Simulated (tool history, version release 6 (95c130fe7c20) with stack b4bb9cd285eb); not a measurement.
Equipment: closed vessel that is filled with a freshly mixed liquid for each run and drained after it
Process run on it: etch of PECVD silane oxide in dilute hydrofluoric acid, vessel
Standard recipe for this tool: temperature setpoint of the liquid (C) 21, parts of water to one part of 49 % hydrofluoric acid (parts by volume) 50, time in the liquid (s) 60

run,hour,temperature setpoint of the liquid (C),parts of water to one part of 49 % hydrofluoric acid (parts by volume),time in the liquid (s),wafers since the last listed run,hours since the thermometer was replaced,hours since the hydrofluoric acid flow meter was replaced,hours since the gauge calibration,"read-back film thickness of the PECVD silane oxide reference wafer, read on the same gauge (nm)",thickness taken off the PECVD silane oxide on a monitor wafer (Å)
1,0,21,50,60,0,734.5,773.9,338,100.7,214.1
# hour 26.4: hydrofluoric acid flow meter replaced
2,183.8,21,50,60,12093,918.3,157.4,521.8,101.08,216.6
3,274.2,21,50,60,5980,1008.7,247.8,612.2,101.23,216.4
4,376.9,21,50,60,6794,1111.4,350.5,714.9,101.46,216
5,414.6,21,50,60,2494,1149.1,388.2,752.6,101.5,216
6,478.4,21,50,60,4220,1212.9,452,816.4,101.66,216.5
7,537.8,21,50,60,3929,1272.3,511.4,875.8,101.8,216.4
8,642,21,50,60,6893,1376.5,615.6,980,101.96,217.8
9,733.9,21,60,60,6080,1468.4,707.5,1071.9,102.17,179.8
# hour 747.8: gauge calibrated
# hour 756.7: hydrofluoric acid flow meter replaced
10,770,21,40,60,2322,1504.5,13.3,22.2,100.09,270.4
11,861.4,17,50,60,6046,1595.9,104.7,113.6,100.25,180.7
12,966.5,17.5,55,35,6953,1701,209.8,218.7,100.47,97.8
13,1004.6,21,50,60,2520,1739.1,247.9,256.8,100.57,214.1
# hour 1080.3: thermometer replaced
14,1083.9,21,50,60,5180,3.6,327.2,336.1,100.72,214.4
15,1145.5,21,35,40,4075,65.2,388.8,397.7,100.8,210.2
16,1216.1,21,70,95,4670,135.8,459.4,468.3,101.02,238
17,1298.3,18,60,45,5438,218,541.6,550.5,101.11,117.4
18,1401,23,50,60,6794,320.7,644.3,653.2,101.31,236.2
19,1497.4,23.5,40,75,6377,417.1,740.7,749.6,101.55,381.5

Below, each run's measurement less what the same run would have read without the hidden state. Both values contain the same run-to-run variation, but the gauge's scatter may not be the same in both:
Unlogged tool condition in this case: liquid colder than its thermometer reads (K); hydrofluoric acid flow above the setpoint (%); gauge reads high (%).
run,thickness taken off the PECVD silane oxide on a monitor wafer (Å)
1,+1.5
2,+2.3
3,+2.6
4,+3.1
5,+3.2
6,+3.5
7,+3.7
8,+4.2
9,+3.8
10,+0.2
11,+0.5
12,+0.4
13,+1.2
14,+1.6
15,+1.7
16,+2.3
17,+1.4
18,+3.1
19,+5.8
